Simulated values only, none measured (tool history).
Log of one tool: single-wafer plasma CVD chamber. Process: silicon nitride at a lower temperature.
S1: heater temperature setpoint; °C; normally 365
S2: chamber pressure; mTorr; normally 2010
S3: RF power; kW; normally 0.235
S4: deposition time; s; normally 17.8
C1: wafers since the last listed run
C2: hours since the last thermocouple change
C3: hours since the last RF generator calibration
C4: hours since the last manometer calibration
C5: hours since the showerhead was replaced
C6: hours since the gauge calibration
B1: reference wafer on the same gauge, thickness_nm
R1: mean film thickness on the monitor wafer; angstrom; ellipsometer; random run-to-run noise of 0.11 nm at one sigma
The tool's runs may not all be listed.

| run | day | S1 | S2 | S3 | S4 | C1 | C2 | C3 | C4 | C5 | C6 | B1 | R1 |
|---|---|---|---|---|---|---|---|---|---|---|---|---|---|
| 1 | 0.000 | 365 | 2010 | 0.235 | 17.8 | 0 | 2112.4 | 704.3 | 1212.8 | 4458.7 | 205.6 | 16.591 | 193.14 |
| 2 | 1.471 | 365 | 2010 | 0.235 | 17.8 | 988 | 2147.7 | 739.6 | 1248.1 | 4494.0 | 240.9 | 16.571 | 192.18 |
| 3 | 2.612 | 365 | 2010 | 0.235 | 17.8 | 767 | 2175.1 | 767.0 | 1275.5 | 4521.4 | 268.3 | 16.619 | 191.84 |
| 4 | 5.550 | 365 | 2010 | 0.235 | 17.8 | 1974 | 2245.6 | 837.5 | 1346.0 | 4591.9 | 338.8 | 16.613 | 193.44 |
| 5 | 7.812 | 365 | 2010 | 0.235 | 17.8 | 1521 | 2299.9 | 891.8 | 1400.3 | 4646.2 | 393.1 | 16.590 | 191.61 |
| 6 | 9.633 | 358 | 1740 | 0.235 | 17.8 | 1224 | 2343.6 | 935.5 | 1444.0 | 4689.9 | 436.8 | 16.615 | 186.73 |
|  | 10.175 | showerhead replaced |
|  | 10.879 | gauge calibrated |
| 7 | 11.767 | 358 | 1740 | 0.235 | 17.8 | 1210 | 2394.8 | 986.7 | 1495.2 | 38.2 | 21.3 | 16.614 | 187.47 |
|  | 12.554 | capacitance manometer re-zeroed and calibrated |
| 8 | 14.238 | 365 | 2010 | 0.235 | 17.8 | 1437 | 2454.1 | 1046.0 | 40.4 | 97.5 | 80.6 | 16.608 | 193.54 |
|  | 15.338 | thermocouple changed; heater temperature recalibrated |
| 9 | 17.146 | 365 | 2010 | 0.235 | 17.8 | 1731 | 43.4 | 1115.8 | 110.2 | 167.3 | 150.4 | 16.558 | 192.53 |
| 10 | 18.367 | 365 | 2220 | 0.235 | 17.8 | 820 | 72.7 | 1145.1 | 139.5 | 196.6 | 179.7 | 16.580 | 195.72 |
|  | 19.792 | RF generator calibrated |
| 11 | 20.642 | 365 | 2010 | 0.235 | 17.8 | 1305 | 127.3 | 20.4 | 194.1 | 251.2 | 234.3 | 16.586 | 190.89 |
| 12 | 22.133 | 354 | 2440 | 0.220 | 16.4 | 1002 | 163.1 | 56.2 | 229.9 | 287.0 | 270.1 | 16.557 | 179.71 |
| 13 | 23.921 | 359 | 1520 | 0.190 | 19.0 | 1201 | 206.0 | 99.1 | 272.8 | 329.9 | 313.0 | 16.581 | 169.83 |
| 14 | 25.888 | 378 | 2010 | 0.235 | 17.8 | 1322 | 253.2 | 146.3 | 320.0 | 377.1 | 360.2 | 16.605 | 190.53 |
| 15 | 28.642 | 365 | 1790 | 0.235 | 17.8 | 1851 | 319.3 | 212.4 | 386.1 | 443.2 | 426.3 | 16.572 | 188.18 |

What if the next run were any one of these 5? Each begins from the tool's condition after run 15:
| A | 28.658 | 365 | 2380 | 0.235 | 17.8 | 11 | 319.7 | 212.8 | 386.5 | 443.6 | 426.7 | ? | ? |
| B | 28.658 | 365 | 2010 | 0.235 | 20.5 | 11 | 319.7 | 212.8 | 386.5 | 443.6 | 426.7 | ? | ? |
| C | 28.658 | 355 | 1750 | 0.235 | 17.8 | 11 | 319.7 | 212.8 | 386.5 | 443.6 | 426.7 | ? | ? |
| D | 28.658 | 374 | 2300 | 0.190 | 20.4 | 11 | 319.7 | 212.8 | 386.5 | 443.6 | 426.7 | ? | ? |
| E | 28.658 | 365 | 2410 | 0.190 | 17.8 | 11 | 319.7 | 212.8 | 386.5 | 443.6 | 426.7 | ? | ? |

| run | B1 | R1 |
|---|---|---|
| A | 16.601 | 200.28 |
| B | 16.601 | 221.56 |
| C | 16.601 | 186.86 |
| D | 16.601 | 200.31 |
| E | 16.601 | 177.50 |
Take away the tool's hidden state, keep each run's random variation, and the runs would have read:
| run | R1 |
|---|---|
| A | 200.28 |
| B | 221.56 |
| C | 186.86 |
| D | 200.31 |
| E | 177.50 |

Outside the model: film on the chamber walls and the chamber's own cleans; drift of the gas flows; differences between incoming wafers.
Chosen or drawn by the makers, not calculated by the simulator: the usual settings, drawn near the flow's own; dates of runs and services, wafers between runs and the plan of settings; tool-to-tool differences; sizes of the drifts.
